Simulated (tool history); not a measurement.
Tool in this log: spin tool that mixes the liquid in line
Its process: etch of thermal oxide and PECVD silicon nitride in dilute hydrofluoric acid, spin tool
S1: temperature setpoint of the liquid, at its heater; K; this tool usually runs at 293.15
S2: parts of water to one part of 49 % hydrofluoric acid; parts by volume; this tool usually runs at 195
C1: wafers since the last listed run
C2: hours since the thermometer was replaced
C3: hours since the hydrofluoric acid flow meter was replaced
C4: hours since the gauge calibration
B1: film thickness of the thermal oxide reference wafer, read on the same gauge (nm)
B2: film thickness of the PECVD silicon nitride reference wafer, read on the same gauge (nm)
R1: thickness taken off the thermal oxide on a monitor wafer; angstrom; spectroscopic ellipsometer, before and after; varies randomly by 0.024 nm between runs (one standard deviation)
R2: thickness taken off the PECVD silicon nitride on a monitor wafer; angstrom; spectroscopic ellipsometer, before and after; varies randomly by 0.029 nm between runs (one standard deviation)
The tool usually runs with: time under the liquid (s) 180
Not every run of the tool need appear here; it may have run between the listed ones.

Run 1, hour 0.0: usual settings; C1 0; C2 1249.2; C3 1491.5; C4 245.1; B1 80.015; B2 150.001. Result: R1 27.99 angstrom, R2 20.61 angstrom.
Run 2, hour 12.6: usual settings but S1 295.65 K; C1 62; C2 1261.8; C3 1504.1; C4 257.7; B1 79.969; B2 149.986. Result: R1 29.88 angstrom, R2 24.10 angstrom.
Run 3, hour 21.3: usual settings but S1 295.65 K; C1 43; C2 1270.5; C3 1512.8; C4 266.4; B1 80.021; B2 150.001. Result: R1 30.22 angstrom, R2 23.90 angstrom.
Run 4, hour 29.8: usual settings but S1 295.65 K; C1 42; C2 1279.0; C3 1521.3; C4 274.9; B1 80.009; B2 150.005. Result: R1 29.94 angstrom, R2 24.02 angstrom.
Run 5, hour 38.6: usual settings; C1 43; C2 1287.8; C3 1530.1; C4 283.7; B1 80.004; B2 150.000. Result: R1 27.12 angstrom, R2 20.42 angstrom.
Run 6, hour 54.0: usual settings; C1 76; C2 1303.2; C3 1545.5; C4 299.1; B1 80.035; B2 149.980. Result: R1 27.62 angstrom, R2 20.26 angstrom.
Run 7, hour 60.4: usual settings; C1 31; C2 1309.6; C3 1551.9; C4 305.5; B1 79.996; B2 150.001. Result: R1 27.49 angstrom, R2 20.37 angstrom.
Run 8, hour 66.8: usual settings; C1 31; C2 1316.0; C3 1558.3; C4 311.9; B1 80.065; B2 149.994. Result: R1 27.25 angstrom, R2 20.08 angstrom.
Run 9, hour 74.3: usual settings but time under the liquid (s) 145; C1 37; C2 1323.5; C3 1565.8; C4 319.4; B1 79.984; B2 149.996. Result: R1 21.91 angstrom, R2 16.19 angstrom.
Run 10, hour 103.0: usual settings; C1 142; C2 1352.2; C3 1594.5; C4 348.1; B1 79.965; B2 149.979. Result: R1 27.57 angstrom, R2 20.03 angstrom.
Run 11, hour 120.3: usual settings but S1 295.15 K, S2 285 parts by volume, time under the liquid (s) 145; C1 86; C2 1369.5; C3 1611.8; C4 365.4; B1 79.986; B2 150.020. Result: R1 14.74 angstrom, R2 12.64 angstrom.
Run 12, hour 127.8: usual settings but S1 290.65 K, time under the liquid (s) 245; C1 37; C2 1377.0; C3 1619.3; C4 372.9; B1 79.987; B2 150.018. Result: R1 33.50 angstrom, R2 23.11 angstrom.
Run 13, hour 138.8: usual settings but S1 290.15 K, S2 110 parts by volume, time under the liquid (s) 115; C1 54; C2 1388.0; C3 1630.3; C4 383.9; B1 80.007; B2 150.010. Result: R1 30.33 angstrom, R2 18.53 angstrom.
Run 14, hour 146.4: usual settings but S1 295.15 K, S2 290 parts by volume; C1 37; C2 1395.6; C3 1637.9; C4 391.5; B1 80.048; B2 149.994. Result: R1 17.73 angstrom, R2 15.43 angstrom.
At hour 159.2: gauge calibrated.
Run 15, hour 161.0: usual settings; C1 72; C2 1410.2; C3 1652.5; C4 1.8; B1 79.987; B2 149.973. Result: R1 27.08 angstrom, R2 20.78 angstrom.
At hour 175.5: thermometer replaced.
Run 16, hour 177.1: usual settings but S1 295.15 K, S2 290 parts by volume; C1 75; C2 1.6; C3 1668.6; C4 17.9; B1 80.030; B2 149.990. Result: R1 17.52 angstrom, R2 15.19 angstrom.
Run 17, hour 188.1: usual settings but S1 291.65 K; C1 54; C2 12.6; C3 1679.6; C4 28.9; B1 80.040; B2 150.005. Result: R1 25.09 angstrom, R2 17.94 angstrom.
Run 18, hour 198.1: usual settings but S1 290.15 K, time under the liquid (s) 135; C1 49; C2 22.6; C3 1689.6; C4 38.9; B1 79.985; B2 149.995. Result: R1 17.69 angstrom, R2 12.25 angstrom.
Run 19, hour 205.9: usual settings but S1 290.15 K, S2 105 parts by volume, time under the liquid (s) 120; C1 38; C2 30.4; C3 1697.4; C4 46.7; B1 80.038; B2 149.997. Result: R1 32.69 angstrom, R2 19.74 angstrom.
At hour 209.7: hydrofluoric acid flow meter replaced.
Run 20, hour 218.3: usual settings; C1 56; C2 42.8; C3 8.6; C4 59.1; B1 80.033; B2 150.008. Result: R1 31.59 angstrom, R2 22.92 angstrom.
Run 21, hour 228.3: usual settings but S1 290.15 K, S2 225 parts by volume, time under the liquid (s) 125; C1 49; C2 52.8; C3 18.6; C4 69.1; B1 80.027; B2 149.992. Result: R1 16.36 angstrom, R2 11.44 angstrom.
Run 22, hour 237.0: usual settings but S2 260 parts by volume, time under the liquid (s) 240; C1 43; C2 61.5; C3 27.3; C4 77.8; B1 80.012; B2 150.005. Result: R1 29.75 angstrom, R2 23.36 angstrom.
Run 23, hour 252.6: usual settings but S2 140 parts by volume, time under the liquid (s) 235; C1 77; C2 77.1; C3 42.9; C4 93.4; B1 79.999; B2 150.010. Result: R1 61.72 angstrom, R2 40.15 angstrom.
Run 24, hour 262.8: usual settings but S1 296.65 K, time under the liquid (s) 250; C1 50; C2 87.3; C3 53.1; C4 103.6; B1 79.992; B2 149.995. Result: R1 49.92 angstrom, R2 40.51 angstrom.
Run 25, hour 276.0: usual settings but S1 294.65 K, S2 220 parts by volume; C1 65; C2 100.5; C3 66.3; C4 116.8; B1 79.959; B2 149.977. Result: R1 28.93 angstrom, R2 22.29 angstrom.
Run 26, hour 293.6: usual settings; C1 87; C2 118.1; C3 83.9; C4 134.4; B1 80.060; B2 150.010. Result: R1 31.40 angstrom, R2 22.94 angstrom.

Results per run with the tool's hidden condition removed, run-to-run variation unchanged:
The tool's hidden condition here consists of: liquid colder than its thermometer reads (K); hydrofluoric acid flow below the setpoint (%); gauge reads high (%).
run     R1     R2
  1  32.50  23.25
  2  34.79  27.27
  3  35.23  27.05
  4  34.93  27.22
  5  31.62  23.11
  6  32.26  22.96
  7  32.13  23.10
  8  31.87  22.78
  9  25.64  18.38
 10  32.37  22.80
 11  17.52  14.42
 12  39.38  26.31
 13  35.34  21.15
 14  21.16  17.64
 15  31.99  23.76
 16  20.98  17.42
 17  29.69  20.55
 18  20.94  14.03
 19  38.32  22.66
 20  31.82  23.05
 21  16.49  11.51
 22  30.02  23.52
 23  62.33  40.49
 24  50.49  40.88
 25  29.30  22.51
 26  31.84  23.20

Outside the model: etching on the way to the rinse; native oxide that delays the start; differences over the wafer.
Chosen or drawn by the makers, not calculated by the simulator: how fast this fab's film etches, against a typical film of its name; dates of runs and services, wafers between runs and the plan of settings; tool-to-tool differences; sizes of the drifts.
